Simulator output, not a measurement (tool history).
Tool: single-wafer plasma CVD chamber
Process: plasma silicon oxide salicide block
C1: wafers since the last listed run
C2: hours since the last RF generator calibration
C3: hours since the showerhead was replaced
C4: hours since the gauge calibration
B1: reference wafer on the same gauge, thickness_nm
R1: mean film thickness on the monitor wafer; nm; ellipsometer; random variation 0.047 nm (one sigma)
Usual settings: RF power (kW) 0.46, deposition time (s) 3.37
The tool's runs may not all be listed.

run 1 hour=0 | RF_power_(kW)=0.405 deposition_time_(s)=3.08 | C1=0 C2=2553.8 C3=4299.4 C4=177.7 | B1=25.978 | R1=27.142
run 2 hour=11 | RF_power_(kW)=0.495 deposition_time_(s)=3.37 | C1=430 C2=2564.8 C3=4310.4 C4=188.7 | B1=25.969 | R1=31.464
run 3 hour=24.8 | RF_power_(kW)=0.495 deposition_time_(s)=3.37 | C1=539 C2=2578.6 C3=4324.2 C4=202.5 | B1=25.969 | R1=31.403
run 4 hour=32.9 | RF_power_(kW)=0.495 deposition_time_(s)=3.37 | C1=316 C2=2586.7 C3=4332.3 C4=210.6 | B1=25.961 | R1=31.419
run 5 hour=40.1 | RF_power_(kW)=0.43 deposition_time_(s)=3.06 | C1=281 C2=2593.9 C3=4339.5 C4=217.8 | B1=25.975 | R1=27.302
run 6 hour=52.6 | RF_power_(kW)=0.46 deposition_time_(s)=3.81 | C1=488 C2=2606.4 C3=4352 C4=230.3 | B1=25.97 | R1=34.802
run 7 hour=63.7 | RF_power_(kW)=0.46 deposition_time_(s)=3.82 | C1=434 C2=2617.5 C3=4363.1 C4=241.4 | B1=25.961 | R1=34.849
run 8 hour=74.7 | RF_power_(kW)=0.46 deposition_time_(s)=3.82 | C1=430 C2=2628.5 C3=4374.1 C4=252.4 | B1=25.96 | R1=34.847
-- hour=93.3 showerhead replaced
run 9 hour=93.8 | RF_power_(kW)=0.46 deposition_time_(s)=3.37 | C1=434 C2=2647.6 C3=0.5 C4=271.5 | B1=25.948 | R1=30.701
-- hour=103.9 gauge calibrated
run 10 hour=117.8 | RF_power_(kW)=0.43 deposition_time_(s)=3.55 | C1=938 C2=2671.6 C3=24.5 C4=13.9 | B1=26.123 | R1=31.928
run 11 hour=133.9 | RF_power_(kW)=0.545 deposition_time_(s)=2.71 | C1=629 C2=2687.7 C3=40.6 C4=30 | B1=26.083 | R1=26.152
run 12 hour=143.5 | RF_power_(kW)=0.485 deposition_time_(s)=3.63 | C1=375 C2=2697.3 C3=50.2 C4=39.6 | B1=26.063 | R1=33.827
run 13 hour=155 | RF_power_(kW)=0.43 deposition_time_(s)=3.16 | C1=449 C2=2708.8 C3=61.7 C4=51.1 | B1=26.024 | R1=28.388
run 14 hour=167.2 | RF_power_(kW)=0.46 deposition_time_(s)=3.37 | C1=477 C2=2721 C3=73.9 C4=63.3 | B1=26.014 | R1=30.83
-- hour=178.3 RF generator calibrated
run 15 hour=183 | RF_power_(kW)=0.515 deposition_time_(s)=3 | C1=305 C2=4.7 C3=89.7 C4=79.1 | B1=25.99 | R1=28.339
run 16 hour=200.2 | RF_power_(kW)=0.525 deposition_time_(s)=3.37 | C1=672 C2=21.9 C3=106.9 C4=96.3 | B1=25.966 | R1=31.927
run 17 hour=206.9 | RF_power_(kW)=0.46 deposition_time_(s)=3.37 | C1=261 C2=28.6 C3=113.6 C4=103 | B1=25.961 | R1=30.733
run 18 hour=221.9 | RF_power_(kW)=0.425 deposition_time_(s)=2.7 | C1=586 C2=43.6 C3=128.6 C4=118 | B1=25.954 | R1=24.061
run 19 hour=229.3 | RF_power_(kW)=0.415 deposition_time_(s)=4.04 | C1=289 C2=51 C3=136 C4=125.4 | B1=25.944 | R1=35.67

3 ways to go on from here, each from the tool as it stands after run 19. What would each give?
run A hour=229.7 | RF_power_(kW)=0.46 deposition_time_(s)=2.96 | C1=15 C2=51.4 C3=136.4 C4=125.8 | B1=? | R1=?
run B hour=229.7 | RF_power_(kW)=0.38 deposition_time_(s)=3.37 | C1=15 C2=51.4 C3=136.4 C4=125.8 | B1=? | R1=?
run C hour=229.7 | RF_power_(kW)=0.505 deposition_time_(s)=2.9 | C1=15 C2=51.4 C3=136.4 C4=125.8 | B1=? | R1=?

run=A B1=25.947 R1=26.927
run=B B1=25.947 R1=28.961
run=C B1=25.947 R1=27.126
Without the tool's hidden state the same runs would have given:
run=A R1=27.192
run=B R1=29.246
run=C R1=27.393

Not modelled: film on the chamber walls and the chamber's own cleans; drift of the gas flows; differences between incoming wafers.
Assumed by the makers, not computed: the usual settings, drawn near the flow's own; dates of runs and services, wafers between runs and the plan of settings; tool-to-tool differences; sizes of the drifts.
